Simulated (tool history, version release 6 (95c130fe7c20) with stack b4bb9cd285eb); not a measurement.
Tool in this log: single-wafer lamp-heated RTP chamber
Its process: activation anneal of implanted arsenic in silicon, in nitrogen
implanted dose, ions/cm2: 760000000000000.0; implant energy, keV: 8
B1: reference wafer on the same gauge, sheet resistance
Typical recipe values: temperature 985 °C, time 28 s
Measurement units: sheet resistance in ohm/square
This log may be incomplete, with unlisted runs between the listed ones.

run 1 hour=0 | temperature=1003 time=28 | B1=162.84 | sheet_resistance=170.67
run 2 hour=9 | temperature=985 time=28 | B1=162.83 | sheet_resistance=181.24
run 3 hour=15.8 | temperature=970 time=28 | B1=162.9 | sheet_resistance=190.47
run 4 hour=25.3 | temperature=985 time=28 | B1=163.37 | sheet_resistance=182.4
run 5 hour=42.5 | temperature=985 time=28 | B1=163.04 | sheet_resistance=180.34
run 6 hour=56.3 | temperature=1008 time=28 | B1=163.09 | sheet_resistance=167.23
run 7 hour=66.5 | temperature=1008 time=28 | B1=163.14 | sheet_resistance=168.47
run 8 hour=76.8 | temperature=985 time=36 | B1=163.17 | sheet_resistance=176.87
run 9 hour=82.9 | temperature=985 time=36 | B1=163.01 | sheet_resistance=176.67
run 10 hour=93.8 | temperature=985 time=36 | B1=162.91 | sheet_resistance=173.76
run 11 hour=103.8 | temperature=985 time=28 | B1=162.99 | sheet_resistance=180.95
run 12 hour=114.4 | temperature=985 time=28 | B1=163.09 | sheet_resistance=180.97
run 13 hour=128.5 | temperature=985 time=28 | B1=163.06 | sheet_resistance=180.31
run 14 hour=142.9 | temperature=985 time=28 | B1=162.72 | sheet_resistance=181.02
run 15 hour=154.8 | temperature=985 time=28 | B1=163.16 | sheet_resistance=180.26
run 16 hour=162.2 | temperature=993 time=39 | B1=163.09 | sheet_resistance=167.47
run 17 hour=170.6 | temperature=967 time=28 | B1=162.98 | sheet_resistance=191.66
run 18 hour=181 | temperature=1006 time=15 | B1=162.7 | sheet_resistance=180.69
run 19 hour=193.3 | temperature=970 time=20 | B1=162.82 | sheet_resistance=198.53
run 20 hour=203 | temperature=962 time=15 | B1=163.08 | sheet_resistance=208.92
run 21 hour=219.1 | temperature=962 time=23 | B1=163.08 | sheet_resistance=197.24
-- hour=234 pyrometer window cleaned and pyrometer calibrated
run 22 hour=234.5 | temperature=994 time=13 | B1=162.71 | sheet_resistance=191.55
run 23 hour=236.9 | temperature=985 time=28 | B1=163.11 | sheet_resistance=179.75
-- hour=249.2 gauge calibrated
run 24 hour=253.3 | temperature=970 time=28 | B1=162.71 | sheet_resistance=188.99
run 25 hour=264.2 | temperature=956 time=32 | B1=163.2 | sheet_resistance=194.04
-- hour=276.7 reflector plate cleaned
run 26 hour=277.2 | temperature=985 time=28 | B1=162.83 | sheet_resistance=183.66
run 27 hour=288.7 | temperature=1013 time=33 | B1=162.85 | sheet_resistance=164.51
run 28 hour=300.4 | temperature=985 time=20 | B1=163.1 | sheet_resistance=191.92
run 29 hour=307.2 | temperature=1006 time=18 | B1=162.8 | sheet_resistance=181.94
run 30 hour=319.9 | temperature=985 time=28 | B1=162.71 | sheet_resistance=183.61
run 31 hour=326.7 | temperature=972 time=40 | B1=162.89 | sheet_resistance=182.07
run 32 hour=336.7 | temperature=964 time=38 | B1=162.96 | sheet_resistance=188.56
run 33 hour=350.5 | temperature=1014 time=20 | B1=163.07 | sheet_resistance=172.07
run 34 hour=358.2 | temperature=1015 time=18 | B1=162.86 | sheet_resistance=174.98
run 35 hour=368.8 | temperature=1001 time=18 | B1=162.81 | sheet_resistance=181.9
run 36 hour=375.1 | temperature=985 time=28 | B1=163.01 | sheet_resistance=181.18

Some steps in sheet resistance, run to run, broken into two amounts with sign: the step expected even without the hidden condition (settings, incoming material, random variation), and the rest, left for the hidden condition together with whatever gauge scatter is not in both the measured and the hidden-condition-free result:
The tool's hidden condition here consists of: true wafer temperature minus pyrometer reading, K; wafer temperature error from the tarnished reflector plate, K; gauge reads high (%).
Run 16 -> 17: temperature 993 -> 967, time 39 -> 28. sheet resistance +24.19 ohm/square: hidden state -0.41, all else +24.6.
Run 21 -> 22: temperature 962 -> 994, time 23 -> 13, pyrometer window cleaned and pyrometer calibrated. sheet resistance -5.69 ohm/square: hidden state +0.57, all else -6.26.
Run 24 -> 25: temperature 970 -> 956, time 28 -> 32. sheet resistance +5.05 ohm/square: hidden state -0.88, all else +5.93.
Run 25 -> 26: temperature 956 -> 985, time 32 -> 28, reflector plate cleaned. sheet resistance -10.38 ohm/square: hidden state +6.46, all else -16.84.
Run 26 -> 27: temperature 985 -> 1013, time 28 -> 33. sheet resistance -19.15 ohm/square: hidden state -0.47, all else -18.68.
Run 27 -> 28: temperature 1013 -> 985, time 33 -> 20. sheet resistance +27.41 ohm/square: hidden state -0.56, all else +27.97.
